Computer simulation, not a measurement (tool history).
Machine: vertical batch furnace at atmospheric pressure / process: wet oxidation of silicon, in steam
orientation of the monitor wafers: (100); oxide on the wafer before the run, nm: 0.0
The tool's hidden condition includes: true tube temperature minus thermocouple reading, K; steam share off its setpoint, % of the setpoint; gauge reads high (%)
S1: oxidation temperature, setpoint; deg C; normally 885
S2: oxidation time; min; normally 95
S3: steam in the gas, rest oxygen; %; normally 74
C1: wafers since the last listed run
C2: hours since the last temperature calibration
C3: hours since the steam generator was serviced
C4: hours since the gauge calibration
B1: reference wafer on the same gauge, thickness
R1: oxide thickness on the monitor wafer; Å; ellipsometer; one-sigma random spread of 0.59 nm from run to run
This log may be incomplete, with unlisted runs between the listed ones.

{"run": 1, "day": 0.0, "S1": 891, "S2": 59, "S3": 74, "C1": 0, "C2": 2287.3, "C3": 1791.8, "C4": 600.9, "B1": 161.8, "R1": 1035.3}
{"run": 2, "day": 4.458, "S1": 885, "S2": 95, "S3": 79, "C1": 1305, "C2": 2394.3, "C3": 1898.8, "C4": 707.9, "B1": 161.94, "R1": 1552.7}
{"run": 3, "day": 8.854, "S1": 885, "S2": 95, "S3": 79, "C1": 1287, "C2": 2499.8, "C3": 2004.3, "C4": 813.4, "B1": 162.14, "R1": 1562.1}
{"run": 4, "day": 10.796, "S1": 885, "S2": 95, "S3": 79, "C1": 568, "C2": 2546.4, "C3": 2050.9, "C4": 860, "B1": 162, "R1": 1550.4}
{"run": 5, "day": 14.071, "S1": 885, "S2": 114.5, "S3": 74, "C1": 958, "C2": 2625, "C3": 2129.5, "C4": 938.6, "B1": 162.32, "R1": 1730}
{"run": 6, "day": 15.6, "S1": 885, "S2": 95, "S3": 74, "C1": 447, "C2": 2661.7, "C3": 2166.2, "C4": 975.3, "B1": 162.04, "R1": 1477.9}
{"day": 15.996, "done": "gauge calibrated"}
{"day": 19.604, "done": "thermocouples replaced and temperature profile calibrated"}
{"day": 22.2, "done": "steam generator serviced"}
{"run": 7, "day": 24.65, "S1": 885, "S2": 95, "S3": 74, "C1": 2064, "C2": 121.1, "C3": 58.8, "C4": 207.7, "B1": 161.96, "R1": 1375.1}
{"run": 8, "day": 26.192, "S1": 885, "S2": 95, "S3": 62, "C1": 451, "C2": 158.1, "C3": 95.8, "C4": 244.7, "B1": 161.77, "R1": 1169.9}
{"run": 9, "day": 27.788, "S1": 885, "S2": 48.5, "S3": 66, "C1": 467, "C2": 196.4, "C3": 134.1, "C4": 283, "B1": 162.32, "R1": 666.1}
{"run": 10, "day": 30.696, "S1": 909, "S2": 112, "S3": 64, "C1": 851, "C2": 266.2, "C3": 203.9, "C4": 352.8, "B1": 162.07, "R1": 1951.5}
{"run": 11, "day": 33.367, "S1": 907, "S2": 108, "S3": 64, "C1": 782, "C2": 330.3, "C3": 268, "C4": 416.9, "B1": 162.28, "R1": 1861.6}
{"run": 12, "day": 35.092, "S1": 907, "S2": 73.5, "S3": 69, "C1": 505, "C2": 371.7, "C3": 309.4, "C4": 458.3, "B1": 161.98, "R1": 1422.8}
{"run": 13, "day": 36.988, "S1": 885, "S2": 95, "S3": 74, "C1": 555, "C2": 417.2, "C3": 354.9, "C4": 503.8, "B1": 161.85, "R1": 1384.6}
{"run": 14, "day": 40.038, "S1": 885, "S2": 95, "S3": 79, "C1": 893, "C2": 490.4, "C3": 428.1, "C4": 577, "B1": 161.94, "R1": 1477}

Branching from run 14: 4 alternative next runs. What would each branch give?
{"run": "A", "day": 40.246, "S1": 874, "S2": 95, "S3": 74, "C1": 61, "C2": 495.4, "C3": 433.1, "C4": 582, "B1": "?", "R1": "?"}
{"run": "B", "day": 40.246, "S1": 895, "S2": 63, "S3": 84, "C1": 61, "C2": 495.4, "C3": 433.1, "C4": 582, "B1": "?", "R1": "?"}
{"run": "C", "day": 40.246, "S1": 901, "S2": 95, "S3": 74, "C1": 61, "C2": 495.4, "C3": 433.1, "C4": 582, "B1": "?", "R1": "?"}
{"run": "D", "day": 40.246, "S1": 877, "S2": 116.5, "S3": 70, "C1": 61, "C2": 495.4, "C3": 433.1, "C4": 582, "B1": "?", "R1": "?"}

run=A B1=161.62 R1=1174.7
run=B B1=161.62 R1=1250.4
run=C B1=161.62 R1=1754.8
run=D B1=161.62 R1=1412
With no hidden state in the tool, these same runs would have given:
run=A R1=1158.6
run=B R1=1234.4
run=C R1=1734.3
run=D R1=1393.2
